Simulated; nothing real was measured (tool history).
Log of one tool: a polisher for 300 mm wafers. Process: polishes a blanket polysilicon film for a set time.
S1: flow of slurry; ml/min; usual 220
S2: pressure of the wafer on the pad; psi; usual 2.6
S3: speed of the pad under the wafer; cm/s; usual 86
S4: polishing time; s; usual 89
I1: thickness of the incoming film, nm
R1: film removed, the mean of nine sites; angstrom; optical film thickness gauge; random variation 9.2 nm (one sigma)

{"run": 1, "hour": 0.0, "S1": 220, "S2": 2.6, "S3": 86, "S4": 89, "I1": 1681.4, "R1": 6071}
{"run": 2, "hour": 6.2, "S1": 220, "S2": 2.6, "S3": 86, "S4": 89, "I1": 1710.3, "R1": 6054}
{"run": 3, "hour": 12.3, "S1": 220, "S2": 2.6, "S3": 86, "S4": 89, "I1": 1697.8, "R1": 5974}
{"run": 4, "hour": 22.5, "S1": 220, "S2": 3.0, "S3": 86, "S4": 89, "I1": 1661.8, "R1": 6874}
{"run": 5, "hour": 35.0, "S1": 220, "S2": 3.0, "S3": 86, "S4": 89, "I1": 1693.0, "R1": 6863}
{"hour": 47.2, "done": "worn pad replaced by a new one"}
{"run": 6, "hour": 47.7, "S1": 220, "S2": 2.6, "S3": 86, "S4": 107, "I1": 1664.5, "R1": 7337}
{"run": 7, "hour": 59.8, "S1": 220, "S2": 2.6, "S3": 86, "S4": 107, "I1": 1647.8, "R1": 7298}
{"run": 8, "hour": 70.5, "S1": 220, "S2": 2.6, "S3": 86, "S4": 107, "I1": 1658.5, "R1": 7410}
{"run": 9, "hour": 80.6, "S1": 220, "S2": 2.6, "S3": 86, "S4": 89, "I1": 1710.1, "R1": 6226}
{"run": 10, "hour": 87.6, "S1": 220, "S2": 2.6, "S3": 86, "S4": 89, "I1": 1671.2, "R1": 6193}
{"run": 11, "hour": 102.1, "S1": 220, "S2": 2.6, "S3": 86, "S4": 89, "I1": 1675.2, "R1": 6378}
{"run": 12, "hour": 112.3, "S1": 220, "S2": 2.6, "S3": 86, "S4": 89, "I1": 1670.0, "R1": 6136}
{"run": 13, "hour": 128.6, "S1": 220, "S2": 2.6, "S3": 86, "S4": 89, "I1": 1677.6, "R1": 6276}
{"run": 14, "hour": 141.1, "S1": 220, "S2": 2.6, "S3": 86, "S4": 89, "I1": 1662.5, "R1": 6130}
{"hour": 150.2, "done": "worn pad replaced by a new one"}
{"run": 15, "hour": 150.7, "S1": 220, "S2": 2.6, "S3": 86, "S4": 89, "I1": 1673.6, "R1": 6137}
{"run": 16, "hour": 163.1, "S1": 220, "S2": 2.6, "S3": 86, "S4": 89, "I1": 1700.3, "R1": 6379}
{"run": 17, "hour": 178.3, "S1": 220, "S2": 2.6, "S3": 86, "S4": 89, "I1": 1661.8, "R1": 6158}
{"run": 18, "hour": 185.6, "S1": 220, "S2": 2.6, "S3": 86, "S4": 89, "I1": 1678.8, "R1": 6265}
{"run": 19, "hour": 193.2, "S1": 245, "S2": 1.9, "S3": 70, "S4": 115, "I1": 1706.4, "R1": 5420}
{"hour": 218.1, "done": "head pressure recalibrated"}
{"hour": 240.4, "done": "worn pad replaced by a new one"}
{"run": 20, "hour": 240.9, "S1": 220, "S2": 2.9, "S3": 64, "S4": 58, "I1": 1663.7, "R1": 3235}
{"run": 21, "hour": 247.1, "S1": 220, "S2": 3.3, "S3": 86, "S4": 109, "I1": 1688.3, "R1": 8588}
{"run": 22, "hour": 253.7, "S1": 275, "S2": 2.2, "S3": 62, "S4": 97, "I1": 1685.0, "R1": 4504}
{"run": 23, "hour": 270.6, "S1": 220, "S2": 2.6, "S3": 86, "S4": 89, "I1": 1692.4, "R1": 5826}
{"run": 24, "hour": 279.1, "S1": 180, "S2": 2.2, "S3": 86, "S4": 89, "I1": 1646.3, "R1": 4764}
{"run": 25, "hour": 289.3, "S1": 170, "S2": 2.1, "S3": 104, "S4": 67, "I1": 1664.3, "R1": 3957}
{"run": 26, "hour": 299.8, "S1": 220, "S2": 2.6, "S3": 86, "S4": 89, "I1": 1657.0, "R1": 5949}
{"run": 27, "hour": 313.9, "S1": 220, "S2": 2.6, "S3": 76, "S4": 89, "I1": 1665.0, "R1": 5336}
{"hour": 324.4, "done": "worn pad replaced by a new one"}
{"run": 28, "hour": 324.9, "S1": 220, "S2": 3.4, "S3": 110, "S4": 89, "I1": 1670.0, "R1": 9061}
{"hour": 327.7, "done": "slurry nozzle cleaned"}
{"run": 29, "hour": 336.7, "S1": 290, "S2": 2.2, "S3": 114, "S4": 69, "I1": 1695.8, "R1": 5600}
{"run": 30, "hour": 344.0, "S1": 270, "S2": 2.6, "S3": 86, "S4": 103, "I1": 1684.3, "R1": 7720}
{"run": 31, "hour": 355.3, "S1": 220, "S2": 2.6, "S3": 86, "S4": 89, "I1": 1690.9, "R1": 6697}
{"run": 32, "hour": 371.0, "S1": 220, "S2": 2.6, "S3": 86, "S4": 89, "I1": 1682.8, "R1": 6617}
{"run": 33, "hour": 388.8, "S1": 200, "S2": 2.4, "S3": 100, "S4": 103, "I1": 1680.5, "R1": 7839}
{"run": 34, "hour": 395.1, "S1": 220, "S2": 2.2, "S3": 86, "S4": 89, "I1": 1643.9, "R1": 5624}
{"run": 35, "hour": 401.7, "S1": 220, "S2": 2.6, "S3": 86, "S4": 89, "I1": 1693.7, "R1": 6417}
{"hour": 418.9, "done": "worn pad replaced by a new one"}
{"run": 36, "hour": 419.4, "S1": 265, "S2": 2.6, "S3": 74, "S4": 115, "I1": 1697.4, "R1": 7895}
{"run": 37, "hour": 425.9, "S1": 220, "S2": 2.6, "S3": 86, "S4": 77, "I1": 1642.7, "R1": 5702}
{"run": 38, "hour": 443.0, "S1": 275, "S2": 3.4, "S3": 70, "S4": 105, "I1": 1690.6, "R1": 8616}

The tool's hidden state at each run:
removal rate lost through wear of the pad, %: 0 in every run
H1: slurry flow missing at the pad, %
H2: deviation of the head's pressure from its setpoint, %
run=1 H1=37.3 H2=3.82
run=2 H1=37.4 H2=4.06
run=3 H1=37.6 H2=4.3
run=4 H1=37.8 H2=4.7
run=5 H1=38 H2=5.19
run=6 H1=38.3 H2=5.69
run=7 H1=38.5 H2=6.17
run=8 H1=38.7 H2=6.59
run=9 H1=38.9 H2=6.98
run=10 H1=39 H2=7.26
run=11 H1=39.2 H2=7.83
run=12 H1=39.4 H2=8.23
run=13 H1=39.6 H2=8.87
run=14 H1=39.8 H2=9.36
run=15 H1=40 H2=9.74
run=16 H1=40.1 H2=10.2
run=17 H1=40.3 H2=10.8
run=18 H1=40.4 H2=11.1
run=19 H1=40.5 H2=11.4
run=20 H1=41 H2=1.03
run=21 H1=41 H2=1.27
run=22 H1=41.1 H2=1.53
run=23 H1=41.3 H2=2.2
run=24 H1=41.3 H2=2.53
run=25 H1=41.4 H2=2.93
run=26 H1=41.5 H2=3.35
run=27 H1=41.6 H2=3.9
run=28 H1=41.7 H2=4.33
run=29 H1=2.37 H2=4.8
run=30 H1=3.4 H2=5.08
run=31 H1=4.95 H2=5.53
run=32 H1=7.01 H2=6.15
run=33 H1=9.2 H2=6.85
run=34 H1=9.95 H2=7.09
run=35 H1=10.7 H2=7.35
run=36 H1=12.7 H2=8.05
run=37 H1=13.4 H2=8.31
run=38 H1=15.1 H2=8.98
